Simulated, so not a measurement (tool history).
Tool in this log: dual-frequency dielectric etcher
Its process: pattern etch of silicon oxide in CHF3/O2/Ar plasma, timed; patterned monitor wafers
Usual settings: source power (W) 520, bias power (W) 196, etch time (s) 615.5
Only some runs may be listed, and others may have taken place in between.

| run | hour | source power (W) | bias power (W) | etch time (s) | read-back reference wafer on the same gauge, depth_nm | mean etch depth across the wafer (Å) |
|---|---|---|---|---|---|---|
| 1 | 0.0 | 520 | 196 | 615.5 | 1310.8 | 11108 |
| 2 | 15.3 | 520 | 196 | 615.5 | 1310.1 | 11113 |
| 3 | 47.9 | 520 | 196 | 615.5 | 1309.9 | 11130 |
| 4 | 80.9 | 520 | 196 | 615.5 | 1310.0 | 11129 |
|  | 110.9 | upper electrode replaced |
| 5 | 111.4 | 520 | 196 | 615.5 | 1310.0 | 11151 |
| 6 | 125.9 | 410 | 222 | 508.0 | 1310.2 | 8808 |
| 7 | 143.2 | 440 | 165 | 730.0 | 1310.1 | 11933 |
| 8 | 169.6 | 560 | 153 | 615.5 | 1309.5 | 10706 |
|  | 174.6 | gauge calibrated |
| 9 | 221.5 | 580 | 239 | 765.0 | 1309.9 | 15186 |
| 10 | 236.7 | 570 | 233 | 489.0 | 1310.4 | 9580 |
| 11 | 255.4 | 590 | 176 | 716.0 | 1310.3 | 13127 |
|  | 277.4 | source power generator calibrated |
| 12 | 283.1 | 560 | 231 | 479.0 | 1309.5 | 9472 |
| 13 | 309.9 | 520 | 196 | 615.5 | 1310.0 | 11319 |
| 14 | 325.3 | 640 | 196 | 475.5 | 1310.0 | 9449 |
| 15 | 358.8 | 520 | 196 | 615.5 | 1310.0 | 11347 |
| 16 | 386.7 | 440 | 176 | 799.5 | 1310.1 | 13517 |
| 17 | 412.2 | 430 | 227 | 793.5 | 1310.0 | 14321 |
| 18 | 434.6 | 400 | 196 | 615.5 | 1309.7 | 10383 |
| 19 | 466.5 | 410 | 240 | 437.5 | 1310.2 | 7896 |
| 20 | 497.4 | 460 | 162 | 725.0 | 1309.9 | 12192 |
|  | 535.4 | wet clean of the chamber |
| 21 | 535.9 | 470 | 228 | 780.0 | 1310.3 | 14450 |
| 22 | 555.4 | 420 | 172 | 615.5 | 1310.3 | 10227 |
| 23 | 570.1 | 520 | 207 | 615.5 | 1309.4 | 11547 |
| 24 | 594.4 | 470 | 196 | 615.5 | 1309.6 | 11009 |
| 25 | 616.5 | 570 | 196 | 708.5 | 1309.7 | 13473 |
| 26 | 631.9 | 520 | 232 | 615.5 | 1310.3 | 11925 |
| 27 | 650.8 | 590 | 228 | 615.5 | 1309.5 | 12378 |
| 28 | 665.5 | 640 | 196 | 779.5 | 1310.2 | 15470 |
| 29 | 681.0 | 520 | 196 | 523.0 | 1310.4 | 9644 |

Branching from run 29: 5 alternative next runs. What would each branch give?
| A | 681.6 | 520 | 196 | 513.0 | ? | ? |
| B | 681.6 | 560 | 196 | 615.5 | ? | ? |
| C | 681.6 | 650 | 196 | 797.0 | ? | ? |
| D | 681.6 | 450 | 234 | 451.5 | ? | ? |
| E | 681.6 | 520 | 153 | 549.5 | ? | ? |

| run | read-back reference wafer on the same gauge, depth_nm | mean etch depth across the wafer (Å) |
|---|---|---|
| A | 1310.2 | 9465 |
| B | 1310.2 | 11648 |
| C | 1310.2 | 15880 |
| D | 1310.2 | 8343 |
| E | 1310.2 | 9507 |
Without the tool's hidden state the same runs would have given:
| run | mean etch depth across the wafer (Å) |
|---|---|
| A | 9377 |
| B | 11539 |
| C | 15734 |
| D | 8261 |
| E | 9422 |

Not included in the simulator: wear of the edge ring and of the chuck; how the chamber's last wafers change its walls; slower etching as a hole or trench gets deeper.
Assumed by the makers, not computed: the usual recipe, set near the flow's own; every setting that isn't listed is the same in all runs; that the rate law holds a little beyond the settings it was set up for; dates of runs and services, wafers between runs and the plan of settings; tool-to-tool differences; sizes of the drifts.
